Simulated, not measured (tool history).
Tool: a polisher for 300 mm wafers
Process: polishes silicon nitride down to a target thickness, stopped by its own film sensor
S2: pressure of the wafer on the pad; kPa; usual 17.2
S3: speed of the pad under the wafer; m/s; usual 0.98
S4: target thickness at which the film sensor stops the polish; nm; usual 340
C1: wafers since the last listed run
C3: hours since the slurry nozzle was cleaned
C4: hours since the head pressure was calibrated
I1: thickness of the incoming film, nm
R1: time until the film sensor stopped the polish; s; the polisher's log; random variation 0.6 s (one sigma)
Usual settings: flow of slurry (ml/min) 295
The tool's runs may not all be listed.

Run 1, hour 0: usual settings; C1 0; wafers polished on this pad 115; C3 458.8; C4 794.1; I1 423.1. Result: R1 66.2 s.
Run 2, hour 16.5: usual settings; C1 164; wafers polished on this pad 279; C3 475.3; C4 810.6; I1 420.3. Result: R1 64.6 s.
Run 3, hour 23.2: usual settings but flow of slurry (ml/min) 215; C1 66; wafers polished on this pad 346; C3 482; C4 817.3; I1 415.9. Result: R1 64.3 s.
Run 4, hour 32.1: usual settings but flow of slurry (ml/min) 215; C1 88; wafers polished on this pad 434; C3 490.9; C4 826.2; I1 415.7. Result: R1 63.8 s.
At hour 42.7: worn pad replaced by a new one.
Run 5, hour 45.8: usual settings; C1 96; wafers polished on this pad 31; C3 504.6; C4 839.9; I1 420. Result: R1 63.6 s.
Run 6, hour 62.1: usual settings; C1 162; wafers polished on this pad 193; C3 520.9; C4 856.2; I1 426.7. Result: R1 69.7 s.
Run 7, hour 75.8: usual settings but S3 1.14 m/s, S4 350 nm; C1 136; wafers polished on this pad 330; C3 534.6; C4 869.9; I1 419.1. Result: R1 50.1 s.
Run 8, hour 93.8: usual settings but S3 1.14 m/s, S4 350 nm; C1 179; wafers polished on this pad 509; C3 552.6; C4 887.9; I1 422.4. Result: R1 51.9 s.
At hour 107.3: slurry nozzle cleaned.
At hour 109.8: worn pad replaced by a new one.
Run 9, hour 110.3: usual settings but S3 1.14 m/s, S4 350 nm; C1 129; wafers polished on this pad 5; C3 3; C4 904.4; I1 412.6. Result: R1 44.5 s.
At hour 123.1: head pressure recalibrated.
Run 10, hour 126.4: usual settings; C1 140; wafers polished on this pad 145; C3 19.1; C4 3.3; I1 417.9. Result: R1 62.9 s.
Run 11, hour 133.6: usual settings; C1 71; wafers polished on this pad 217; C3 26.3; C4 10.5; I1 422.2. Result: R1 66.7 s.
Run 12, hour 143.5: usual settings; C1 98; wafers polished on this pad 315; C3 36.2; C4 20.4; I1 419.5. Result: R1 63.3 s.
Run 13, hour 157.4: usual settings but flow of slurry (ml/min) 385, S3 1.14 m/s; C1 138; wafers polished on this pad 454; C3 50.1; C4 34.3; I1 426.8. Result: R1 60.8 s.
At hour 167.8: worn pad replaced by a new one.
Run 14, hour 187.3: usual settings but S3 0.76 m/s, S4 358 nm; C1 258; wafers polished on this pad 194; C3 80; C4 64.2; I1 420.4. Result: R1 61.1 s.
Run 15, hour 203.8: usual settings but S3 1.08 m/s; C1 164; wafers polished on this pad 359; C3 96.5; C4 80.7; I1 421.1. Result: R1 60 s.
Run 16, hour 210.6: usual settings but flow of slurry (ml/min) 400, S4 349 nm; C1 67; wafers polished on this pad 426; C3 103.3; C4 87.5; I1 414.6. Result: R1 51.5 s.
At hour 222.1: worn pad replaced by a new one.
Run 17, hour 222.6: usual settings but S3 0.68 m/s; C1 79; wafers polished on this pad 5; C3 115.3; C4 99.5; I1 423.4. Result: R1 89.1 s.
Run 18, hour 226.4: usual settings but S3 1.24 m/s; C1 37; wafers polished on this pad 43; C3 119.1; C4 103.3; I1 419.7. Result: R1 53.3 s.
Run 19, hour 244: usual settings; C1 175; wafers polished on this pad 218; C3 136.7; C4 120.9; I1 414.7. Result: R1 60.3 s.
Run 20, hour 252.4: usual settings but flow of slurry (ml/min) 245, S3 0.68 m/s, S4 367 nm; C1 83; wafers polished on this pad 302; C3 145.1; C4 129.3; I1 429.2. Result: R1 68 s.
Run 21, hour 258.7: usual settings; C1 62; wafers polished on this pad 364; C3 151.4; C4 135.6; I1 425.9. Result: R1 69.3 s.
Run 22, hour 270.3: usual settings; C1 115; wafers polished on this pad 480; C3 163; C4 147.2; I1 420. Result: R1 64.8 s.
At hour 278.8: worn pad replaced by a new one.
Run 23, hour 285.7: usual settings but S2 22.1 kPa, S3 1.28 m/s; C1 113; wafers polished on this pad 68; C3 178.4; C4 162.6; I1 421.5. Result: R1 41.9 s.

The next listed run, before its measurement:
Run 24, hour 297.2: usual settings; C1 114; wafers polished on this pad 183; C3 189.9; C4 174.1; I1 416.8. Result: R1 ?.

R1: 61.4 s
Without the tool's hidden state the same run would have given R1 61.4 s.
